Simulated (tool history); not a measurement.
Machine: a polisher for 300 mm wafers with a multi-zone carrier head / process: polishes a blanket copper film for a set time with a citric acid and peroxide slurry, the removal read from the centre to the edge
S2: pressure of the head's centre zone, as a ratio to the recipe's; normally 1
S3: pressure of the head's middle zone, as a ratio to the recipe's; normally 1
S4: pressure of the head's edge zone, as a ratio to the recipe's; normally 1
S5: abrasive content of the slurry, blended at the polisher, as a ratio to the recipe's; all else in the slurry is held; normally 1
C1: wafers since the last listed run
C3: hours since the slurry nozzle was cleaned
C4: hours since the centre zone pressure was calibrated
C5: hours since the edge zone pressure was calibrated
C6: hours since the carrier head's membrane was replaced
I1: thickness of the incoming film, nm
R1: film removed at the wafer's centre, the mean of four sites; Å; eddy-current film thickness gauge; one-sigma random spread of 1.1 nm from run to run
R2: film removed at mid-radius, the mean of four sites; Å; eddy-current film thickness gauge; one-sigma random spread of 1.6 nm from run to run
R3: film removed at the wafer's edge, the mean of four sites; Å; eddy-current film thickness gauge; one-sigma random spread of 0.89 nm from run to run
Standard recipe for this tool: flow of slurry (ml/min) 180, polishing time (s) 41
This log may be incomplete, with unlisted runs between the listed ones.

{"run": 1, "hour": 0.0, "flow of slurry (ml/min)": 180, "S2": 1, "S3": 1, "S4": 1, "S5": 1, "polishing time (s)": 41, "C1": 0, "wafers polished on this pad": 1672, "C3": 421.2, "C4": 800.9, "C5": 355.1, "C6": 663.8, "I1": 652.3, "R1": 1357, "R2": 1335, "R3": 1310}
{"hour": 7.7, "done": "worn pad replaced by a new one"}
{"run": 2, "hour": 15.3, "flow of slurry (ml/min)": 180, "S2": 1, "S3": 1, "S4": 1, "S5": 0.8, "polishing time (s)": 41, "C1": 162, "wafers polished on this pad": 109, "C3": 436.5, "C4": 816.2, "C5": 370.4, "C6": 679.1, "I1": 650.2, "R1": 1274, "R2": 1257, "R3": 1241}
{"run": 3, "hour": 32.1, "flow of slurry (ml/min)": 180, "S2": 1, "S3": 1, "S4": 1, "S5": 0.8, "polishing time (s)": 41, "C1": 242, "wafers polished on this pad": 351, "C3": 453.3, "C4": 833, "C5": 387.2, "C6": 695.9, "I1": 653.3, "R1": 1260, "R2": 1250, "R3": 1230}
{"run": 4, "hour": 66.0, "flow of slurry (ml/min)": 180, "S2": 1, "S3": 1, "S4": 1, "S5": 1, "polishing time (s)": 41, "C1": 488, "wafers polished on this pad": 840, "C3": 487.2, "C4": 866.9, "C5": 421.1, "C6": 729.8, "I1": 650.8, "R1": 1340, "R2": 1311, "R3": 1306}
{"run": 5, "hour": 92.7, "flow of slurry (ml/min)": 180, "S2": 1, "S3": 1, "S4": 1, "S5": 1, "polishing time (s)": 41, "C1": 384, "wafers polished on this pad": 1225, "C3": 513.9, "C4": 893.6, "C5": 447.8, "C6": 756.5, "I1": 654.2, "R1": 1338, "R2": 1315, "R3": 1311}
{"run": 6, "hour": 106.1, "flow of slurry (ml/min)": 180, "S2": 1, "S3": 1, "S4": 1, "S5": 1, "polishing time (s)": 41, "C1": 193, "wafers polished on this pad": 1418, "C3": 527.3, "C4": 907, "C5": 461.2, "C6": 769.9, "I1": 655.8, "R1": 1345, "R2": 1312, "R3": 1327}
{"hour": 120.8, "done": "worn pad replaced by a new one"}
{"run": 7, "hour": 132.9, "flow of slurry (ml/min)": 180, "S2": 1, "S3": 1, "S4": 1, "S5": 1, "polishing time (s)": 41, "C1": 328, "wafers polished on this pad": 174, "C3": 554.1, "C4": 933.8, "C5": 488, "C6": 796.7, "I1": 652.1, "R1": 1341, "R2": 1305, "R3": 1323}
{"run": 8, "hour": 165.5, "flow of slurry (ml/min)": 180, "S2": 1, "S3": 1, "S4": 1, "S5": 1, "polishing time (s)": 41, "C1": 469, "wafers polished on this pad": 644, "C3": 586.7, "C4": 966.4, "C5": 520.6, "C6": 829.3, "I1": 640.1, "R1": 1316, "R2": 1354, "R3": 1323}
{"run": 9, "hour": 178.4, "flow of slurry (ml/min)": 180, "S2": 1, "S3": 1, "S4": 1, "S5": 1, "polishing time (s)": 41, "C1": 185, "wafers polished on this pad": 830, "C3": 599.6, "C4": 979.3, "C5": 533.5, "C6": 842.2, "I1": 654.9, "R1": 1340, "R2": 1335, "R3": 1330}
{"run": 10, "hour": 211.1, "flow of slurry (ml/min)": 180, "S2": 1, "S3": 1.07, "S4": 1, "S5": 1, "polishing time (s)": 41, "C1": 471, "wafers polished on this pad": 1301, "C3": 632.3, "C4": 1012, "C5": 566.2, "C6": 874.9, "I1": 649.8, "R1": 1357, "R2": 1385, "R3": 1316}
{"hour": 234.1, "done": "worn pad replaced by a new one"}
{"run": 11, "hour": 251.1, "flow of slurry (ml/min)": 115, "S2": 0.93, "S3": 1, "S4": 1, "S5": 1.15, "polishing time (s)": 48, "C1": 518, "wafers polished on this pad": 244, "C3": 672.3, "C4": 1052, "C5": 606.2, "C6": 914.9, "I1": 661.9, "R1": 1344, "R2": 1428, "R3": 1479}
{"run": 12, "hour": 273.9, "flow of slurry (ml/min)": 180, "S2": 1, "S3": 1, "S4": 1, "S5": 1, "polishing time (s)": 41, "C1": 328, "wafers polished on this pad": 573, "C3": 695.1, "C4": 1074.8, "C5": 629, "C6": 937.7, "I1": 634.9, "R1": 1343, "R2": 1333, "R3": 1322}
{"hour": 282.0, "done": "slurry nozzle cleaned"}
{"run": 13, "hour": 289.1, "flow of slurry (ml/min)": 180, "S2": 1.07, "S3": 1, "S4": 1, "S5": 1.1, "polishing time (s)": 41, "C1": 204, "wafers polished on this pad": 777, "C3": 7.1, "C4": 1090, "C5": 644.2, "C6": 952.9, "I1": 648, "R1": 1472, "R2": 1358, "R3": 1342}
{"hour": 295.7, "done": "edge zone pressure recalibrated"}
{"run": 14, "hour": 314.3, "flow of slurry (ml/min)": 180, "S2": 1.08, "S3": 1, "S4": 1, "S5": 1, "polishing time (s)": 28, "C1": 334, "wafers polished on this pad": 1112, "C3": 32.3, "C4": 1115.2, "C5": 18.6, "C6": 978.1, "I1": 649.9, "R1": 994, "R2": 912, "R3": 890}
{"hour": 340.0, "done": "carrier head's membrane replaced by a new one"}
{"hour": 345.5, "done": "worn pad replaced by a new one"}
{"hour": 407.7, "done": "centre zone pressure recalibrated"}
{"run": 15, "hour": 416.7, "flow of slurry (ml/min)": 120, "S2": 1.11, "S3": 0.92, "S4": 1.09, "S5": 1, "polishing time (s)": 41, "C1": 1317, "wafers polished on this pad": 996, "C3": 134.7, "C4": 9, "C5": 121, "C6": 76.7, "I1": 654.1, "R1": 1330, "R2": 1179, "R3": 1273}
{"run": 16, "hour": 432.9, "flow of slurry (ml/min)": 125, "S2": 1, "S3": 1, "S4": 1.1, "S5": 1, "polishing time (s)": 41, "C1": 233, "wafers polished on this pad": 1230, "C3": 150.9, "C4": 25.2, "C5": 137.2, "C6": 92.9, "I1": 653.1, "R1": 1217, "R2": 1214, "R3": 1285}
{"run": 17, "hour": 446.0, "flow of slurry (ml/min)": 205, "S2": 1.1, "S3": 1, "S4": 1, "S5": 1.15, "polishing time (s)": 41, "C1": 188, "wafers polished on this pad": 1419, "C3": 164, "C4": 38.3, "C5": 150.3, "C6": 106, "I1": 642.5, "R1": 1554, "R2": 1382, "R3": 1394}
{"hour": 460.9, "done": "worn pad replaced by a new one"}
{"run": 18, "hour": 475.7, "flow of slurry (ml/min)": 180, "S2": 1, "S3": 1, "S4": 1, "S5": 1, "polishing time (s)": 41, "C1": 370, "wafers polished on this pad": 213, "C3": 193.7, "C4": 68, "C5": 180, "C6": 135.7, "I1": 653.7, "R1": 1348, "R2": 1349, "R3": 1307}
{"run": 19, "hour": 509.4, "flow of slurry (ml/min)": 120, "S2": 1.11, "S3": 0.92, "S4": 1.09, "S5": 1, "polishing time (s)": 41, "C1": 485, "wafers polished on this pad": 699, "C3": 227.4, "C4": 101.7, "C5": 213.7, "C6": 169.4, "I1": 659.4, "R1": 1338, "R2": 1143, "R3": 1261}
{"run": 20, "hour": 529.0, "flow of slurry (ml/min)": 180, "S2": 1, "S3": 1, "S4": 1.03, "S5": 0.8, "polishing time (s)": 41, "C1": 282, "wafers polished on this pad": 981, "C3": 247, "C4": 121.3, "C5": 233.3, "C6": 189, "I1": 652.6, "R1": 1287, "R2": 1271, "R3": 1259}
{"run": 21, "hour": 550.9, "flow of slurry (ml/min)": 180, "S2": 1.06, "S3": 1, "S4": 1, "S5": 0.7, "polishing time (s)": 41, "C1": 315, "wafers polished on this pad": 1297, "C3": 268.9, "C4": 143.2, "C5": 255.2, "C6": 210.9, "I1": 646.2, "R1": 1309, "R2": 1208, "R3": 1196}

Hidden condition of the tool, last listed run before each entry between runs versus first listed run after:
Between runs 1 and 2: worn pad replaced by a new one (hour 7.7)
  no hidden state differs between the two runs
Between runs 6 and 7: worn pad replaced by a new one (hour 120.8)
  no hidden state differs between the two runs
Between runs 10 and 11: worn pad replaced by a new one (hour 234.1)
  no hidden state differs between the two runs
Between runs 12 and 13: slurry nozzle cleaned (hour 282)
  no hidden state differs between the two runs
Between runs 13 and 14: edge zone pressure recalibrated (hour 295.7)
  no hidden state differs between the two runs
Between runs 14 and 15: carrier head's membrane replaced by a new one (hour 340); worn pad replaced by a new one (hour 345.5); centre zone pressure recalibrated (hour 407.7)
  no hidden state differs between the two runs
Between runs 17 and 18: worn pad replaced by a new one (hour 460.9)
  no hidden state differs between the two runs
